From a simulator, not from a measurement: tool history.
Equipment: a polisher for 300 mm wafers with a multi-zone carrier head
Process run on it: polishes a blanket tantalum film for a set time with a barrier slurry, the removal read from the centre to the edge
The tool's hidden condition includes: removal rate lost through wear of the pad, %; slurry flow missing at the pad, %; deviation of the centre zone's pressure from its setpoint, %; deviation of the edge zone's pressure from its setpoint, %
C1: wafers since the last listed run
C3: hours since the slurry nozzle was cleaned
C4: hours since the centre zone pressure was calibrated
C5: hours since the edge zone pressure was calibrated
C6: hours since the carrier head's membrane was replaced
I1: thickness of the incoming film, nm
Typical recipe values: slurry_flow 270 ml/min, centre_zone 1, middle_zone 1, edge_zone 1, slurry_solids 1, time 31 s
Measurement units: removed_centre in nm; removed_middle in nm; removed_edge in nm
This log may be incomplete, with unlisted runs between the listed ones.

Run 1, hour 0: usual settings but slurry_flow 205 ml/min, edge_zone 1.06, slurry_solids 0.7, time 21 s; C1 0; wafers polished on this pad 943; C3 724.8; C4 770.8; C5 838.8; C6 1199.9; I1 247.8. Result: removed_centre 26.3 nm, removed_middle 29.8 nm, removed_edge 29.1 nm.
Run 2, hour 16.1: usual settings but edge_zone 1.12, time 38 s; C1 226; wafers polished on this pad 1170; C3 740.9; C4 786.9; C5 854.9; C6 1216; I1 250.8. Result: removed_centre 56.5 nm, removed_middle 63.3 nm, removed_edge 64.3 nm.
At hour 28.9: edge zone pressure recalibrated.
Run 3, hour 29.3: usual settings but slurry_flow 245 ml/min, slurry_solids 0.8, time 21 s; C1 157; wafers polished on this pad 1328; C3 754.1; C4 800.1; C5 0.4; C6 1229.2; I1 250.3. Result: removed_centre 28.6 nm, removed_middle 32.3 nm, removed_edge 30.7 nm.
Run 4, hour 40.6: usual settings but slurry_flow 185 ml/min, slurry_solids 0.8; C1 159; wafers polished on this pad 1487; C3 765.4; C4 811.4; C5 11.7; C6 1240.5; I1 250.6. Result: removed_centre 40.5 nm, removed_middle 45.1 nm, removed_edge 43 nm.
At hour 52.9: centre zone pressure recalibrated.
Run 5, hour 54.4: usual settings but centre_zone 1.11; C1 166; wafers polished on this pad 1653; C3 779.2; C4 1.5; C5 25.5; C6 1254.3; I1 252.1. Result: removed_centre 55.7 nm, removed_middle 52.3 nm, removed_edge 49 nm.
At hour 62.1: worn pad replaced by a new one.
Run 6, hour 62.6: usual settings but centre_zone 0.91; C1 59; wafers polished on this pad 7; C3 787.4; C4 9.7; C5 33.7; C6 1262.5; I1 251. Result: removed_centre 46.1 nm, removed_middle 51.3 nm, removed_edge 49 nm.
Run 7, hour 72.9: usual settings but centre_zone 1.05, slurry_solids 0.9; C1 144; wafers polished on this pad 152; C3 797.7; C4 20; C5 44; C6 1272.8; I1 249.8. Result: removed_centre 50.4 nm, removed_middle 50.3 nm, removed_edge 47.5 nm.
At hour 85.3: slurry nozzle cleaned.
At hour 86.5: carrier head's membrane replaced by a new one.
Run 8, hour 87: usual settings but slurry_flow 185 ml/min, slurry_solids 0.8; C1 167; wafers polished on this pad 319; C3 1.7; C4 34.1; C5 58.1; C6 0.5; I1 250.7. Result: removed_centre 43.1 nm, removed_middle 46.2 nm, removed_edge 43.8 nm.
Run 9, hour 103.7: usual settings; C1 235; wafers polished on this pad 554; C3 18.4; C4 50.8; C5 74.8; C6 17.2; I1 252.7. Result: removed_centre 50.8 nm, removed_middle 51.4 nm, removed_edge 48.5 nm.
Run 10, hour 116.9: usual settings but slurry_solids 0.75; C1 185; wafers polished on this pad 740; C3 31.6; C4 64; C5 88; C6 30.4; I1 251.6. Result: removed_centre 44.5 nm, removed_middle 47.6 nm, removed_edge 44.4 nm.
Run 11, hour 133.6: usual settings; C1 235; wafers polished on this pad 975; C3 48.3; C4 80.7; C5 104.7; C6 47.1; I1 251.4. Result: removed_centre 49.8 nm, removed_middle 52.1 nm, removed_edge 48.5 nm.
Run 12, hour 170.7: usual settings but slurry_flow 215 ml/min, centre_zone 1.08, slurry_solids 0.8; C1 522; wafers polished on this pad 1498; C3 85.4; C4 117.8; C5 141.8; C6 84.2; I1 252.1. Result: removed_centre 48.1 nm, removed_middle 45.9 nm, removed_edge 44 nm.
At hour 176.2: worn pad replaced by a new one.
Run 13, hour 187.6: usual settings but centre_zone 1.05, slurry_solids 0.9; C1 181; wafers polished on this pad 160; C3 102.3; C4 134.7; C5 158.7; C6 101.1; I1 249.5. Result: removed_centre 49.7 nm, removed_middle 50.2 nm, removed_edge 47.4 nm.
Run 14, hour 194.5: usual settings but time 22 s; C1 97; wafers polished on this pad 258; C3 109.2; C4 141.6; C5 165.6; C6 108; I1 252.5. Result: removed_centre 34.5 nm, removed_middle 36.7 nm, removed_edge 34.7 nm.
Run 15, hour 211.2: usual settings but middle_zone 1.04; C1 235; wafers polished on this pad 493; C3 125.9; C4 158.3; C5 182.3; C6 124.7; I1 251. Result: removed_centre 48.9 nm, removed_middle 53.4 nm, removed_edge 48.6 nm.
Run 16, hour 225.8: usual settings; C1 205; wafers polished on this pad 698; C3 140.5; C4 172.9; C5 196.9; C6 139.3; I1 245.4. Result: removed_centre 49.5 nm, removed_middle 51.4 nm, removed_edge 48.4 nm.
Run 17, hour 237.2: usual settings but slurry_flow 215 ml/min, time 40 s; C1 160; wafers polished on this pad 859; C3 151.9; C4 184.3; C5 208.3; C6 150.7; I1 253.3. Result: removed_centre 61.9 nm, removed_middle 64 nm, removed_edge 62 nm.
Run 18, hour 248.4: usual settings but edge_zone 1.07, slurry_solids 1.2; C1 157; wafers polished on this pad 1016; C3 163.1; C4 195.5; C5 219.5; C6 161.9; I1 247. Result: removed_centre 51.6 nm, removed_middle 53.5 nm, removed_edge 53.7 nm.
Run 19, hour 262.5: usual settings but centre_zone 1.04, middle_zone 0.93; C1 198; wafers polished on this pad 1215; C3 177.2; C4 209.6; C5 233.6; C6 176; I1 254.4. Result: removed_centre 50.9 nm, removed_middle 48.5 nm, removed_edge 49.3 nm.
Run 20, hour 277.3: usual settings but slurry_flow 230 ml/min, time 42 s; C1 208; wafers polished on this pad 1423; C3 192; C4 224.4; C5 248.4; C6 190.8; I1 249. Result: removed_centre 64.4 nm, removed_middle 68.6 nm, removed_edge 65.4 nm.
Run 21, hour 291.2: usual settings but centre_zone 0.95, edge_zone 1.07, slurry_solids 0.85, time 34 s; C1 195; wafers polished on this pad 1619; C3 205.9; C4 238.3; C5 262.3; C6 204.7; I1 250.1. Result: removed_centre 49 nm, removed_middle 53.5 nm, removed_edge 52.4 nm.
At hour 309.6: worn pad replaced by a new one.
Run 22, hour 310.1: usual settings but centre_zone 0.93, middle_zone 0.9; C1 209; wafers polished on this pad 6; C3 224.8; C4 257.2; C5 281.2; C6 223.6; I1 250.4. Result: removed_centre 45.5 nm, removed_middle 47.2 nm, removed_edge 49.3 nm.

Alternative continuations, all from the tool just after run 22; predict every row:
Run A, hour 310.5: usual settings but time 25 s; C1 5; wafers polished on this pad 12; C3 225.2; C4 257.6; C5 281.6; C6 224; I1 246.1. Result: removed_centre ?, removed_middle ?, removed_edge ?.
Run B, hour 310.5: usual settings but centre_zone 1.08, time 36 s; C1 5; wafers polished on this pad 12; C3 225.2; C4 257.6; C5 281.6; C6 224; I1 246.1. Result: removed_centre ?, removed_middle ?, removed_edge ?.
Run C, hour 310.5: usual settings but edge_zone 0.94, time 39 s; C1 5; wafers polished on this pad 12; C3 225.2; C4 257.6; C5 281.6; C6 224; I1 246.1. Result: removed_centre ?, removed_middle ?, removed_edge ?.
Run D, hour 310.5: usual settings but slurry_flow 195 ml/min, slurry_solids 0.9; C1 5; wafers polished on this pad 12; C3 225.2; C4 257.6; C5 281.6; C6 224; I1 246.1. Result: removed_centre ?, removed_middle ?, removed_edge ?.

run  removed_centre  removed_middle  removed_edge
  A            38.7            42.1          39.1
  B            60.2            60.6          56.3
  C            60.4            65.6          59.2
  D            44.1            48.2          45.3
Without the tool's unlogged condition, the same runs would have read:
run  removed_centre  removed_middle  removed_edge
  A            39.8            42.1          39.1
  B            61.9            60.6          56.3
  C            62.1            65.6          59.2
  D            45.4            48.2          45.3

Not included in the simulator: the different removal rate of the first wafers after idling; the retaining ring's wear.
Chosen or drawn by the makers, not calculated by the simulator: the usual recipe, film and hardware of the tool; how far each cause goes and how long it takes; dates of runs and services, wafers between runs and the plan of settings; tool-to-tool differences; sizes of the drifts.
